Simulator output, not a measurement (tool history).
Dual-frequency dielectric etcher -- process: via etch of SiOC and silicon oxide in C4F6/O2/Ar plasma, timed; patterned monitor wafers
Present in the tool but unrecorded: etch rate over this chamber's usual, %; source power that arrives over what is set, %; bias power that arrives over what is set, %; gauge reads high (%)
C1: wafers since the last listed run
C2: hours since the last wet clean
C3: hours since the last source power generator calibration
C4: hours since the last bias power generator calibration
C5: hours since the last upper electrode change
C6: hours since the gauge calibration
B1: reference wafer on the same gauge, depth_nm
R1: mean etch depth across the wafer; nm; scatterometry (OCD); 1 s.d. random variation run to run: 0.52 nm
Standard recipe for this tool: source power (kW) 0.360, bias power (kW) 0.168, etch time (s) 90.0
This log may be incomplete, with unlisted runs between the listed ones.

{"run": 1, "day": 0.0, "source power (kW)": 0.39, "bias power (kW)": 0.168, "etch time (s)": 71.0, "C1": 0, "C2": 187.0, "C3": 1663.4, "C4": 4297.7, "C5": 6364.8, "C6": 156.5, "B1": 81.2, "R1": 76.3}
{"run": 2, "day": 0.512, "source power (kW)": 0.36, "bias power (kW)": 0.168, "etch time (s)": 82.0, "C1": 154, "C2": 199.3, "C3": 1675.7, "C4": 4310.0, "C5": 6377.1, "C6": 168.8, "B1": 81.4, "R1": 85.9}
{"day": 0.629, "done": "gauge calibrated"}
{"run": 3, "day": 0.817, "source power (kW)": 0.36, "bias power (kW)": 0.168, "etch time (s)": 82.0, "C1": 91, "C2": 206.6, "C3": 1683.0, "C4": 4317.3, "C5": 6384.4, "C6": 4.5, "B1": 81.4, "R1": 86.1}
{"run": 4, "day": 1.667, "source power (kW)": 0.36, "bias power (kW)": 0.168, "etch time (s)": 82.0, "C1": 255, "C2": 227.0, "C3": 1703.4, "C4": 4337.7, "C5": 6404.8, "C6": 24.9, "B1": 81.2, "R1": 85.3}
{"run": 5, "day": 3.717, "source power (kW)": 0.36, "bias power (kW)": 0.168, "etch time (s)": 90.0, "C1": 617, "C2": 276.2, "C3": 1752.6, "C4": 4386.9, "C5": 6454.0, "C6": 74.1, "B1": 81.3, "R1": 93.9}
{"run": 6, "day": 4.421, "source power (kW)": 0.36, "bias power (kW)": 0.168, "etch time (s)": 90.0, "C1": 212, "C2": 293.1, "C3": 1769.5, "C4": 4403.8, "C5": 6470.9, "C6": 91.0, "B1": 81.3, "R1": 92.4}
{"day": 5.438, "done": "bias power generator calibrated"}
{"day": 5.546, "done": "upper electrode replaced"}
{"run": 7, "day": 5.567, "source power (kW)": 0.38, "bias power (kW)": 0.168, "etch time (s)": 80.0, "C1": 261, "C2": 320.6, "C3": 1797.0, "C4": 3.1, "C5": 0.5, "C6": 118.5, "B1": 81.3, "R1": 83.9}
{"run": 8, "day": 5.65, "source power (kW)": 0.38, "bias power (kW)": 0.168, "etch time (s)": 80.0, "C1": 25, "C2": 322.6, "C3": 1799.0, "C4": 5.1, "C5": 2.5, "C6": 120.5, "B1": 81.3, "R1": 84.5}
{"run": 9, "day": 6.271, "source power (kW)": 0.38, "bias power (kW)": 0.168, "etch time (s)": 80.0, "C1": 186, "C2": 337.5, "C3": 1813.9, "C4": 20.0, "C5": 17.4, "C6": 135.4, "B1": 81.5, "R1": 83.8}
{"run": 10, "day": 6.9, "source power (kW)": 0.36, "bias power (kW)": 0.168, "etch time (s)": 90.0, "C1": 189, "C2": 352.6, "C3": 1829.0, "C4": 35.1, "C5": 32.5, "C6": 150.5, "B1": 81.2, "R1": 91.6}
{"day": 7.146, "done": "gauge calibrated"}
{"day": 7.483, "done": "source power generator calibrated"}
{"day": 8.438, "done": "wet clean of the chamber"}
{"run": 11, "day": 8.458, "source power (kW)": 0.36, "bias power (kW)": 0.168, "etch time (s)": 80.0, "C1": 131, "C2": 0.5, "C3": 23.4, "C4": 72.5, "C5": 69.9, "C6": 31.5, "B1": 81.2, "R1": 87.4}
{"run": 12, "day": 8.475, "source power (kW)": 0.36, "bias power (kW)": 0.168, "etch time (s)": 90.0, "C1": 5, "C2": 0.9, "C3": 23.8, "C4": 72.9, "C5": 70.3, "C6": 31.9, "B1": 81.3, "R1": 98.4}
{"run": 13, "day": 8.488, "source power (kW)": 0.29, "bias power (kW)": 0.15, "etch time (s)": 73.0, "C1": 3, "C2": 1.2, "C3": 24.1, "C4": 73.2, "C5": 70.6, "C6": 32.2, "B1": 81.2, "R1": 70.0}
{"run": 14, "day": 8.7, "source power (kW)": 0.36, "bias power (kW)": 0.146, "etch time (s)": 90.0, "C1": 63, "C2": 6.3, "C3": 29.2, "C4": 78.3, "C5": 75.7, "C6": 37.3, "B1": 81.3, "R1": 92.7}
{"run": 15, "day": 9.029, "source power (kW)": 0.36, "bias power (kW)": 0.168, "etch time (s)": 90.0, "C1": 99, "C2": 14.2, "C3": 37.1, "C4": 86.2, "C5": 83.6, "C6": 45.2, "B1": 81.3, "R1": 98.5}
{"run": 16, "day": 9.633, "source power (kW)": 0.36, "bias power (kW)": 0.168, "etch time (s)": 104.0, "C1": 181, "C2": 28.7, "C3": 51.6, "C4": 100.7, "C5": 98.1, "C6": 59.7, "B1": 81.3, "R1": 114.2}
{"run": 17, "day": 10.125, "source power (kW)": 0.28, "bias power (kW)": 0.136, "etch time (s)": 66.0, "C1": 148, "C2": 40.5, "C3": 63.4, "C4": 112.5, "C5": 109.9, "C6": 71.5, "B1": 81.3, "R1": 58.1}
{"run": 18, "day": 10.488, "source power (kW)": 0.44, "bias power (kW)": 0.18, "etch time (s)": 90.0, "C1": 109, "C2": 49.2, "C3": 72.1, "C4": 121.2, "C5": 118.6, "C6": 80.2, "B1": 81.3, "R1": 109.5}
{"run": 19, "day": 11.221, "source power (kW)": 0.28, "bias power (kW)": 0.2, "etch time (s)": 90.0, "C1": 220, "C2": 66.8, "C3": 89.7, "C4": 138.8, "C5": 136.2, "C6": 97.8, "B1": 81.2, "R1": 96.5}
{"run": 20, "day": 11.729, "source power (kW)": 0.33, "bias power (kW)": 0.147, "etch time (s)": 90.0, "C1": 153, "C2": 79.0, "C3": 101.9, "C4": 151.0, "C5": 148.4, "C6": 110.0, "B1": 81.2, "R1": 88.3}

Alternative continuations, all from the tool just after run 20; predict every row:
{"run": "A", "day": 11.746, "source power (kW)": 0.36, "bias power (kW)": 0.168, "etch time (s)": 90.0, "C1": 5, "C2": 79.4, "C3": 102.3, "C4": 151.4, "C5": 148.8, "C6": 110.4, "B1": "?", "R1": "?"}
{"run": "B", "day": 11.746, "source power (kW)": 0.36, "bias power (kW)": 0.168, "etch time (s)": 74.5, "C1": 5, "C2": 79.4, "C3": 102.3, "C4": 151.4, "C5": 148.8, "C6": 110.4, "B1": "?", "R1": "?"}
{"run": "C", "day": 11.746, "source power (kW)": 0.36, "bias power (kW)": 0.194, "etch time (s)": 79.5, "C1": 5, "C2": 79.4, "C3": 102.3, "C4": 151.4, "C5": 148.8, "C6": 110.4, "B1": "?", "R1": "?"}
{"run": "D", "day": 11.746, "source power (kW)": 0.36, "bias power (kW)": 0.143, "etch time (s)": 90.0, "C1": 5, "C2": 79.4, "C3": 102.3, "C4": 151.4, "C5": 148.8, "C6": 110.4, "B1": "?", "R1": "?"}

run=A B1=81.3 R1=99.3
run=B B1=81.3 R1=82.2
run=C B1=81.3 R1=93.8
run=D B1=81.3 R1=91.8
Without the tool's unlogged condition, the same runs would have read:
run=A R1=99.1
run=B R1=82.1
run=C R1=93.7
run=D R1=91.7
